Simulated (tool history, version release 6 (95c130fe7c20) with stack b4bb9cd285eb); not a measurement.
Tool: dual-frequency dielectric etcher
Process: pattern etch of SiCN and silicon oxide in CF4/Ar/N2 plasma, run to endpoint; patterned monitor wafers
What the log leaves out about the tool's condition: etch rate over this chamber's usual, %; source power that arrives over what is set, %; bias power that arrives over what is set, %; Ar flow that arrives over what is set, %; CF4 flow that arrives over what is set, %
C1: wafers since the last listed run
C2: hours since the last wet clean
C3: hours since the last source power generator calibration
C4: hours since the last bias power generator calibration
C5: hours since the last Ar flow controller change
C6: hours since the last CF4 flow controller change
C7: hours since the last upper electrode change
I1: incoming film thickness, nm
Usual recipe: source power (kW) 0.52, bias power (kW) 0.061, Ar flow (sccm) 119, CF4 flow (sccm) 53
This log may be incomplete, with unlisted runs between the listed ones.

Run 1, hour 0: usual settings but bias power (kW) 0.068, Ar flow (sccm) 112; C1 0; C2 222.3; C3 56.1; C4 1525.9; C5 2531.8; C6 3195.4; C7 3281.1; I1 18.07. Result: endpoint time (s) 19.8.
Run 2, hour 33.4: usual settings; C1 573; C2 255.7; C3 89.5; C4 1559.3; C5 2565.2; C6 3228.8; C7 3314.5; I1 18.01. Result: endpoint time (s) 20.5.
Run 3, hour 49.5: usual settings; C1 276; C2 271.8; C3 105.6; C4 1575.4; C5 2581.3; C6 3244.9; C7 3330.6; I1 18.07. Result: endpoint time (s) 20.6.
Run 4, hour 80.7: usual settings; C1 535; C2 303; C3 136.8; C4 1606.6; C5 2612.5; C6 3276.1; C7 3361.8; I1 18.3. Result: endpoint time (s) 20.8.
Run 5, hour 111.6: usual settings but source power (kW) 0.63, bias power (kW) 0.052, Ar flow (sccm) 103; C1 530; C2 333.9; C3 167.7; C4 1637.5; C5 2643.4; C6 3307; C7 3392.7; I1 18.01. Result: endpoint time (s) 18.3.
At hour 140: wet clean of the chamber.
Run 6, hour 140.5: usual settings but source power (kW) 0.46, bias power (kW) 0.071, Ar flow (sccm) 96; C1 84; C2 0.5; C3 196.6; C4 1666.4; C5 2672.3; C6 3335.9; C7 3421.6; I1 18.03. Result: endpoint time (s) 20.8.
Run 7, hour 160.4: usual settings but source power (kW) 0.65, bias power (kW) 0.072, CF4 flow (sccm) 50; C1 341; C2 20.4; C3 216.5; C4 1686.3; C5 2692.2; C6 3355.8; C7 3441.5; I1 18.04. Result: endpoint time (s) 16.9.
At hour 182.3: CF4 flow controller replaced.
Run 8, hour 187.5: usual settings but CF4 flow (sccm) 61; C1 362; C2 47.5; C3 243.6; C4 1713.4; C5 2719.3; C6 5.2; C7 3468.6; I1 17.89. Result: endpoint time (s) 20.
At hour 229.5: upper electrode replaced.
Run 9, hour 230: usual settings but source power (kW) 0.46, bias power (kW) 0.074, CF4 flow (sccm) 57; C1 317; C2 90; C3 286.1; C4 1755.9; C5 2761.8; C6 47.7; C7 0.5; I1 17.88. Result: endpoint time (s) 20.8.
Run 10, hour 233.5: usual settings but Ar flow (sccm) 132; C1 60; C2 93.5; C3 289.6; C4 1759.4; C5 2765.3; C6 51.2; C7 4; I1 18.04. Result: endpoint time (s) 20.8.
Run 11, hour 253.2: usual settings but Ar flow (sccm) 134, CF4 flow (sccm) 44; C1 338; C2 113.2; C3 309.3; C4 1779.1; C5 2785; C6 70.9; C7 23.7; I1 18.24. Result: endpoint time (s) 21.6.
Run 12, hour 281.7: usual settings but Ar flow (sccm) 146, CF4 flow (sccm) 60; C1 489; C2 141.7; C3 337.8; C4 1807.6; C5 2813.5; C6 99.4; C7 52.2; I1 18.03. Result: endpoint time (s) 20.7.
At hour 297.4: Ar flow controller replaced.
Run 13, hour 305.8: usual settings but source power (kW) 0.63, bias power (kW) 0.066, Ar flow (sccm) 137; C1 310; C2 165.8; C3 361.9; C4 1831.7; C5 8.4; C6 123.5; C7 76.3; I1 17.89. Result: endpoint time (s) 17.9.
At hour 317.7: bias power generator calibrated.
Run 14, hour 329.7: usual settings but source power (kW) 0.4, bias power (kW) 0.076, CF4 flow (sccm) 50; C1 341; C2 189.7; C3 385.8; C4 12; C5 32.3; C6 147.4; C7 100.2; I1 18.05. Result: endpoint time (s) 22.7.
Run 15, hour 342.4: usual settings but source power (kW) 0.62, Ar flow (sccm) 128; C1 217; C2 202.4; C3 398.5; C4 24.7; C5 45; C6 160.1; C7 112.9; I1 18.02. Result: endpoint time (s) 18.4.
Run 16, hour 375.4: usual settings but source power (kW) 0.6, bias power (kW) 0.047; C1 566; C2 235.4; C3 431.5; C4 57.7; C5 78; C6 193.1; C7 145.9; I1 18.12. Result: endpoint time (s) 19.9.
Run 17, hour 400.7: usual settings; C1 434; C2 260.7; C3 456.8; C4 83; C5 103.3; C6 218.4; C7 171.2; I1 18.02. Result: endpoint time (s) 20.5.
Run 18, hour 427.7: usual settings; C1 463; C2 287.7; C3 483.8; C4 110; C5 130.3; C6 245.4; C7 198.2; I1 18.02. Result: endpoint time (s) 20.5.
Run 19, hour 461: usual settings but CF4 flow (sccm) 62; C1 571; C2 321; C3 517.1; C4 143.3; C5 163.6; C6 278.7; C7 231.5; I1 18. Result: endpoint time (s) 20.1.
At hour 488.5: wet clean of the chamber.
Run 20, hour 489: usual settings but source power (kW) 0.58, bias power (kW) 0.049, CF4 flow (sccm) 59; C1 68; C2 0.5; C3 545.1; C4 171.3; C5 191.6; C6 306.7; C7 259.5; I1 18.02. Result: endpoint time (s) 19.7.
Run 21, hour 489.4: usual settings but source power (kW) 0.62, Ar flow (sccm) 128; C1 6; C2 0.9; C3 545.5; C4 171.7; C5 192; C6 307.1; C7 259.9; I1 17.9. Result: endpoint time (s) 18.1.
Run 22, hour 502.3: usual settings; C1 221; C2 13.8; C3 558.4; C4 184.6; C5 204.9; C6 320; C7 272.8; I1 17.99. Result: endpoint time (s) 20.3.
Run 23, hour 518.1: usual settings but Ar flow (sccm) 134, CF4 flow (sccm) 44; C1 271; C2 29.6; C3 574.2; C4 200.4; C5 220.7; C6 335.8; C7 288.6; I1 18.22. Result: endpoint time (s) 21.5.
Run 24, hour 551.1: usual settings; C1 566; C2 62.6; C3 607.2; C4 233.4; C5 253.7; C6 368.8; C7 321.6; I1 18.03. Result: endpoint time (s) 20.4.
Run 25, hour 577.4: usual settings but source power (kW) 0.48, bias power (kW) 0.046, Ar flow (sccm) 100; C1 451; C2 88.9; C3 633.5; C4 259.7; C5 280; C6 395.1; C7 347.9; I1 17.85. Result: endpoint time (s) 22.5.

Exercise: give the hidden state of the tool at every run:
etch rate over this chamber's usual, %: 0 in every run
source power that arrives over what is set, %: 0 in every run
bias power that arrives over what is set, %: 0 in every run
Ar flow that arrives over what is set, %: 0 in every run
CF4 flow that arrives over what is set, %: 0 in every run

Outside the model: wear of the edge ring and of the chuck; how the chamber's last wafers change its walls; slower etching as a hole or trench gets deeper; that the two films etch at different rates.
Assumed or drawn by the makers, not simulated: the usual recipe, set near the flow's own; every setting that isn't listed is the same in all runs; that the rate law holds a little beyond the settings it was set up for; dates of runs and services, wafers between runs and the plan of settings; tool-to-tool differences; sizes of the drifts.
